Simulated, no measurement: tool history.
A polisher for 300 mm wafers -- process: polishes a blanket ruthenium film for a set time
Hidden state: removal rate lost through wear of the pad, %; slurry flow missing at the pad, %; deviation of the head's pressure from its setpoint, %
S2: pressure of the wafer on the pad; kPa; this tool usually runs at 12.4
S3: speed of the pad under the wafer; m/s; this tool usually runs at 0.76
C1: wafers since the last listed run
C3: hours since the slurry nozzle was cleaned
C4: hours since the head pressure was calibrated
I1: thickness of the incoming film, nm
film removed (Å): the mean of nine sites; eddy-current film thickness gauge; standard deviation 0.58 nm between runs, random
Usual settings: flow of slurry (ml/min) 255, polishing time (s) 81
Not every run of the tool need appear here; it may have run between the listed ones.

run 1 day=0 | flow_of_slurry_(ml/min)=255 S2=12.4 S3=0.76 polishing_time_(s)=81 | C1=0 wafers_polished_on_this_pad=716 C3=289.9 C4=267.2 | I1=457 | film_removed_(Å)=752
run 2 day=0.4 | flow_of_slurry_(ml/min)=255 S2=12.4 S3=0.76 polishing_time_(s)=81 | C1=77 wafers_polished_on_this_pad=794 C3=299.5 C4=276.8 | I1=448.6 | film_removed_(Å)=752
run 3 day=0.958 | flow_of_slurry_(ml/min)=255 S2=12.4 S3=0.76 polishing_time_(s)=81 | C1=108 wafers_polished_on_this_pad=902 C3=312.9 C4=290.2 | I1=444.6 | film_removed_(Å)=747
run 4 day=1.583 | flow_of_slurry_(ml/min)=255 S2=12.4 S3=0.76 polishing_time_(s)=81 | C1=121 wafers_polished_on_this_pad=1024 C3=327.9 C4=305.2 | I1=455.9 | film_removed_(Å)=767
run 5 day=2.092 | flow_of_slurry_(ml/min)=255 S2=12.4 S3=0.76 polishing_time_(s)=81 | C1=98 wafers_polished_on_this_pad=1122 C3=340.1 C4=317.4 | I1=452.4 | film_removed_(Å)=766
run 6 day=2.504 | flow_of_slurry_(ml/min)=255 S2=12.4 S3=0.76 polishing_time_(s)=81 | C1=80 wafers_polished_on_this_pad=1202 C3=350 C4=327.3 | I1=455.1 | film_removed_(Å)=756
run 7 day=3.238 | flow_of_slurry_(ml/min)=255 S2=12.4 S3=0.76 polishing_time_(s)=81 | C1=142 wafers_polished_on_this_pad=1345 C3=367.6 C4=344.9 | I1=459.5 | film_removed_(Å)=774
run 8 day=3.846 | flow_of_slurry_(ml/min)=255 S2=12.4 S3=0.76 polishing_time_(s)=81 | C1=118 wafers_polished_on_this_pad=1463 C3=382.2 C4=359.5 | I1=455.2 | film_removed_(Å)=762
-- day=4.142 worn pad replaced by a new one
run 9 day=4.2 | flow_of_slurry_(ml/min)=255 S2=12.4 S3=0.76 polishing_time_(s)=81 | C1=36 wafers_polished_on_this_pad=11 C3=390.7 C4=368 | I1=441.6 | film_removed_(Å)=764
run 10 day=4.562 | flow_of_slurry_(ml/min)=255 S2=12.4 S3=0.76 polishing_time_(s)=81 | C1=70 wafers_polished_on_this_pad=81 C3=399.4 C4=376.7 | I1=452.1 | film_removed_(Å)=765
run 11 day=5.179 | flow_of_slurry_(ml/min)=255 S2=12.4 S3=0.76 polishing_time_(s)=81 | C1=119 wafers_polished_on_this_pad=201 C3=414.2 C4=391.5 | I1=454.1 | film_removed_(Å)=759
run 12 day=5.733 | flow_of_slurry_(ml/min)=255 S2=12.4 S3=0.76 polishing_time_(s)=81 | C1=107 wafers_polished_on_this_pad=309 C3=427.5 C4=404.8 | I1=444 | film_removed_(Å)=757
run 13 day=6.321 | flow_of_slurry_(ml/min)=255 S2=12.4 S3=0.76 polishing_time_(s)=81 | C1=114 wafers_polished_on_this_pad=423 C3=441.6 C4=418.9 | I1=449.7 | film_removed_(Å)=770
-- day=6.425 slurry nozzle cleaned
run 14 day=6.675 | flow_of_slurry_(ml/min)=200 S2=12.4 S3=0.76 polishing_time_(s)=81 | C1=60 wafers_polished_on_this_pad=483 C3=6 C4=427.4 | I1=446.8 | film_removed_(Å)=759
run 15 day=7.275 | flow_of_slurry_(ml/min)=200 S2=12.4 S3=0.76 polishing_time_(s)=81 | C1=116 wafers_polished_on_this_pad=600 C3=20.4 C4=441.8 | I1=454.7 | film_removed_(Å)=757
run 16 day=7.925 | flow_of_slurry_(ml/min)=255 S2=12.4 S3=0.76 polishing_time_(s)=81 | C1=126 wafers_polished_on_this_pad=726 C3=36 C4=457.4 | I1=450.8 | film_removed_(Å)=778
run 17 day=8.267 | flow_of_slurry_(ml/min)=255 S2=12.4 S3=0.76 polishing_time_(s)=81 | C1=66 wafers_polished_on_this_pad=792 C3=44.2 C4=465.6 | I1=441.5 | film_removed_(Å)=763
run 18 day=8.621 | flow_of_slurry_(ml/min)=255 S2=12.4 S3=0.76 polishing_time_(s)=96 | C1=68 wafers_polished_on_this_pad=861 C3=52.7 C4=474.1 | I1=445.3 | film_removed_(Å)=919
-- day=8.775 head pressure recalibrated
run 19 day=8.892 | flow_of_slurry_(ml/min)=255 S2=12.4 S3=0.76 polishing_time_(s)=81 | C1=36 wafers_polished_on_this_pad=897 C3=59.2 C4=2.8 | I1=449.7 | film_removed_(Å)=727
run 20 day=9.521 | flow_of_slurry_(ml/min)=170 S2=12.4 S3=0.56 polishing_time_(s)=81 | C1=122 wafers_polished_on_this_pad=1019 C3=74.3 C4=17.9 | I1=450.4 | film_removed_(Å)=574
run 21 day=10.188 | flow_of_slurry_(ml/min)=315 S2=12.4 S3=0.54 polishing_time_(s)=108 | C1=129 wafers_polished_on_this_pad=1149 C3=90.3 C4=33.9 | I1=444.6 | film_removed_(Å)=787
run 22 day=10.479 | flow_of_slurry_(ml/min)=280 S2=12.4 S3=0.76 polishing_time_(s)=104 | C1=56 wafers_polished_on_this_pad=1205 C3=97.3 C4=40.9 | I1=455 | film_removed_(Å)=963
run 23 day=10.858 | flow_of_slurry_(ml/min)=195 S2=12.4 S3=0.76 polishing_time_(s)=81 | C1=73 wafers_polished_on_this_pad=1279 C3=106.4 C4=50 | I1=445.9 | film_removed_(Å)=739
run 24 day=11.479 | flow_of_slurry_(ml/min)=330 S2=14.5 S3=0.76 polishing_time_(s)=81 | C1=120 wafers_polished_on_this_pad=1399 C3=121.3 C4=64.9 | I1=449.9 | film_removed_(Å)=895
-- day=12.225 worn pad replaced by a new one, of another model than before
run 25 day=12.246 | flow_of_slurry_(ml/min)=340 S2=14.5 S3=0.76 polishing_time_(s)=100 | C1=116 wafers_polished_on_this_pad=4 C3=139.7 C4=83.3 | I1=442.5 | film_removed_(Å)=999
run 26 day=12.775 | flow_of_slurry_(ml/min)=215 S2=12.4 S3=0.76 polishing_time_(s)=81 | C1=102 wafers_polished_on_this_pad=106 C3=152.4 C4=96 | I1=443.2 | film_removed_(Å)=720
run 27 day=13.467 | flow_of_slurry_(ml/min)=255 S2=12.4 S3=0.76 polishing_time_(s)=81 | C1=134 wafers_polished_on_this_pad=241 C3=169 C4=112.6 | I1=448.9 | film_removed_(Å)=732
run 28 day=13.996 | flow_of_slurry_(ml/min)=255 S2=12.4 S3=0.76 polishing_time_(s)=81 | C1=102 wafers_polished_on_this_pad=343 C3=181.7 C4=125.3 | I1=446.8 | film_removed_(Å)=743
run 29 day=14.317 | flow_of_slurry_(ml/min)=255 S2=12.4 S3=0.76 polishing_time_(s)=81 | C1=62 wafers_polished_on_this_pad=406 C3=189.4 C4=133 | I1=451.5 | film_removed_(Å)=747
run 30 day=14.896 | flow_of_slurry_(ml/min)=255 S2=12.4 S3=0.64 polishing_time_(s)=71 | C1=112 wafers_polished_on_this_pad=518 C3=203.3 C4=146.9 | I1=453.7 | film_removed_(Å)=550
run 31 day=15.362 | flow_of_slurry_(ml/min)=255 S2=12.4 S3=0.76 polishing_time_(s)=81 | C1=90 wafers_polished_on_this_pad=609 C3=214.5 C4=158.1 | I1=458.1 | film_removed_(Å)=739
run 32 day=15.771 | flow_of_slurry_(ml/min)=255 S2=12.4 S3=0.76 polishing_time_(s)=81 | C1=79 wafers_polished_on_this_pad=688 C3=224.3 C4=167.9 | I1=446.9 | film_removed_(Å)=740
run 33 day=16.483 | flow_of_slurry_(ml/min)=320 S2=9.7 S3=0.56 polishing_time_(s)=56 | C1=138 wafers_polished_on_this_pad=826 C3=241.4 C4=185 | I1=448.3 | film_removed_(Å)=340
run 34 day=16.754 | flow_of_slurry_(ml/min)=255 S2=15.2 S3=1 polishing_time_(s)=61 | C1=52 wafers_polished_on_this_pad=879 C3=247.9 C4=191.5 | I1=445.8 | film_removed_(Å)=832
run 35 day=17.254 | flow_of_slurry_(ml/min)=255 S2=12.4 S3=0.76 polishing_time_(s)=81 | C1=97 wafers_polished_on_this_pad=976 C3=259.9 C4=203.5 | I1=449.8 | film_removed_(Å)=747
run 36 day=17.908 | flow_of_slurry_(ml/min)=290 S2=12.4 S3=0.52 polishing_time_(s)=104 | C1=126 wafers_polished_on_this_pad=1103 C3=275.6 C4=219.2 | I1=443.4 | film_removed_(Å)=658
run 37 day=19.821 | flow_of_slurry_(ml/min)=200 S2=9.7 S3=0.76 polishing_time_(s)=102 | C1=371 wafers_polished_on_this_pad=1474 C3=321.5 C4=265.1 | I1=448.5 | film_removed_(Å)=802
-- day=20.238 worn pad replaced by a new one
run 38 day=20.258 | flow_of_slurry_(ml/min)=280 S2=12.4 S3=0.76 polishing_time_(s)=104 | C1=52 wafers_polished_on_this_pad=3 C3=332 C4=275.6 | I1=448.2 | film_removed_(Å)=984

Measured minus without-hidden-state, run by run (identical run-to-run variation in each term; gauge scatter may differ):
run=1 film_removed_(Å)=+56
run=2 film_removed_(Å)=+57
run=3 film_removed_(Å)=+57
run=4 film_removed_(Å)=+61
run=5 film_removed_(Å)=+61
run=6 film_removed_(Å)=+61
run=7 film_removed_(Å)=+64
run=8 film_removed_(Å)=+63
run=9 film_removed_(Å)=+63
run=10 film_removed_(Å)=+65
run=11 film_removed_(Å)=+65
run=12 film_removed_(Å)=+65
run=13 film_removed_(Å)=+66
run=14 film_removed_(Å)=+66
run=15 film_removed_(Å)=+66
run=16 film_removed_(Å)=+69
run=17 film_removed_(Å)=+67
run=18 film_removed_(Å)=+81
run=19 film_removed_(Å)=+20
run=20 film_removed_(Å)=+22
run=21 film_removed_(Å)=+37
run=22 film_removed_(Å)=+49
run=23 film_removed_(Å)=+41
run=24 film_removed_(Å)=+56
run=25 film_removed_(Å)=+40
run=26 film_removed_(Å)=+31
run=27 film_removed_(Å)=+34
run=28 film_removed_(Å)=+37
run=29 film_removed_(Å)=+38
run=30 film_removed_(Å)=+29
run=31 film_removed_(Å)=+40
run=32 film_removed_(Å)=+41
run=33 film_removed_(Å)=+20
run=34 film_removed_(Å)=+48
run=35 film_removed_(Å)=+44
run=36 film_removed_(Å)=+40
run=37 film_removed_(Å)=+52
run=38 film_removed_(Å)=+65

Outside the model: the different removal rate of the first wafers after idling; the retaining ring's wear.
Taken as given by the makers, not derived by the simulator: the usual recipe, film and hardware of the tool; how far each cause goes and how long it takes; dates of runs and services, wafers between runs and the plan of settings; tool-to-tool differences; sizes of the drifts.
